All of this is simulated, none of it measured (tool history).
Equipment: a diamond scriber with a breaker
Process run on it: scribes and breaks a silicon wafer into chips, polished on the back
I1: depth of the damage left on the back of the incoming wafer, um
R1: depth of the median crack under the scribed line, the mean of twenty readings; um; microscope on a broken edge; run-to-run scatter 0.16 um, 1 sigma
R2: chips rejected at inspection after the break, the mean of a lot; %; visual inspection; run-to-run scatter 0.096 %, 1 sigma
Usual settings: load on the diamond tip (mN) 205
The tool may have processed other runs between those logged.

Run 1, hour 0.0: usual settings; I1 0.01. Result: R1 9.50 um, R2 1.80 %.
Run 2, hour 73.2: usual settings; I1 0.03. Result: R1 9.48 um, R2 1.77 %.
Run 3, hour 166.4: usual settings; I1 0.02. Result: R1 9.23 um, R2 1.50 %.
Run 4, hour 227.9: usual settings; I1 0.04. Result: R1 9.53 um, R2 1.68 %.
Run 5, hour 291.4: usual settings; I1 0.05. Result: R1 9.40 um, R2 1.52 %.
At hour 436.4: diamond tip replaced by a new one.
Run 6, hour 578.2: usual settings; I1 0.02. Result: R1 9.49 um, R2 1.76 %.
Run 7, hour 641.4: usual settings but load on the diamond tip (mN) 231; I1 0.04. Result: R1 10.25 um, R2 2.82 %.
Run 8, hour 704.7: usual settings; I1 0.04. Result: R1 9.55 um, R2 1.52 %.
Run 9, hour 992.7: usual settings; I1 0.04. Result: R1 9.70 um, R2 1.66 %.
Run 10, hour 1091.6: usual settings but load on the diamond tip (mN) 247; I1 0.02. Result: R1 10.17 um, R2 4.30 %.
At hour 1161.5: diamond tip replaced by a new one.
At hour 1164.7: load on the tip recalibrated.
Run 11, hour 1192.9: usual settings; I1 0.03. Result: R1 9.29 um, R2 1.78 %.
Run 12, hour 1279.9: usual settings; I1 0.04. Result: R1 9.28 um, R2 1.68 %.
Run 13, hour 1331.0: usual settings; I1 0.02. Result: R1 9.10 um, R2 1.74 %.
Run 14, hour 1428.7: usual settings; I1 0.04. Result: R1 9.45 um, R2 1.60 %.
Run 15, hour 1500.9: usual settings; I1 0.01. Result: R1 9.45 um, R2 1.65 %.
Run 16, hour 1598.1: usual settings; I1 0.04. Result: R1 9.45 um, R2 1.82 %.
Run 17, hour 1665.8: usual settings; I1 0.03. Result: R1 9.42 um, R2 1.67 %.
Run 18, hour 1738.4: usual settings but load on the diamond tip (mN) 241; I1 0.01. Result: R1 10.21 um, R2 3.74 %.
At hour 1770.3: diamond tip replaced by a new one.
Run 19, hour 1793.0: usual settings but load on the diamond tip (mN) 159; I1 0.04. Result: R1 8.39 um, R2 6.06 %.
Run 20, hour 1868.5: usual settings but load on the diamond tip (mN) 261; I1 0.02. Result: R1 10.79 um, R2 5.94 %.
Run 21, hour 1950.2: usual settings but load on the diamond tip (mN) 239; I1 0.04. Result: R1 10.20 um, R2 3.37 %.
Run 22, hour 1992.8: usual settings; I1 0.02. Result: R1 9.42 um, R2 1.58 %.
Run 23, hour 2067.6: usual settings but load on the diamond tip (mN) 160; I1 0.04. Result: R1 8.52 um, R2 6.11 %.
Run 24, hour 2132.8: usual settings; I1 0.05. Result: R1 9.41 um, R2 1.81 %.
Run 25, hour 2342.1: usual settings; I1 0.04. Result: R1 9.41 um, R2 1.80 %.
At hour 2371.9: diamond tip replaced by a new one.
Run 26, hour 2429.2: usual settings but load on the diamond tip (mN) 242; I1 0.05. Result: R1 10.19 um, R2 3.30 %.
At hour 2432.7: load on the tip recalibrated.
Run 27, hour 2494.9: usual settings but load on the diamond tip (mN) 170; I1 0.05. Result: R1 8.81 um, R2 4.10 %.
Run 28, hour 2593.2: usual settings but load on the diamond tip (mN) 168; I1 0.03. Result: R1 8.52 um, R2 4.52 %.
Run 29, hour 2694.5: usual settings but load on the diamond tip (mN) 157; I1 0.01. Result: R1 8.30 um, R2 5.85 %.
Run 30, hour 2790.0: usual settings but load on the diamond tip (mN) 162; I1 0.05. Result: R1 8.20 um, R2 5.42 %.
Run 31, hour 2897.2: usual settings but load on the diamond tip (mN) 250; I1 0.04. Result: R1 10.16 um, R2 4.21 %.
Run 32, hour 2999.4: usual settings but load on the diamond tip (mN) 174; I1 0.05. Result: R1 8.77 um, R2 3.35 %.
Run 33, hour 3082.5: usual settings; I1 0.02. Result: R1 9.43 um, R2 1.70 %.
At hour 3093.7: diamond tip replaced by a new one.
Run 34, hour 3184.4: usual settings but load on the diamond tip (mN) 229; I1 0.04. Result: R1 9.76 um, R2 2.60 %.

Predict each of these 5 candidate next runs independently; none follows another, all start after run 34:
Run A, hour 3184.9: usual settings; I1 0.02. Result: R1 ?, R2 ?.
Run B, hour 3184.9: usual settings but load on the diamond tip (mN) 181; I1 0.02. Result: R1 ?, R2 ?.
Run C, hour 3184.9: usual settings but load on the diamond tip (mN) 238; I1 0.02. Result: R1 ?, R2 ?.
Run D, hour 3184.9: usual settings but load on the diamond tip (mN) 175; I1 0.02. Result: R1 ?, R2 ?.
Run E, hour 3184.9: usual settings but load on the diamond tip (mN) 234; I1 0.02. Result: R1 ?, R2 ?.

run     R1    R2
  A   9.55  1.87
  B   9.03  2.99
  C  10.24  3.62
  D   8.90  3.66
  E  10.16  3.24
The same runs, with their run-to-run variation unchanged, on a tool lacking any hidden condition would have given:
run     R1    R2
  A   9.55  1.87
  B   9.03  2.99
  C  10.24  3.62
  D   8.90  3.66
  E  10.16  3.24
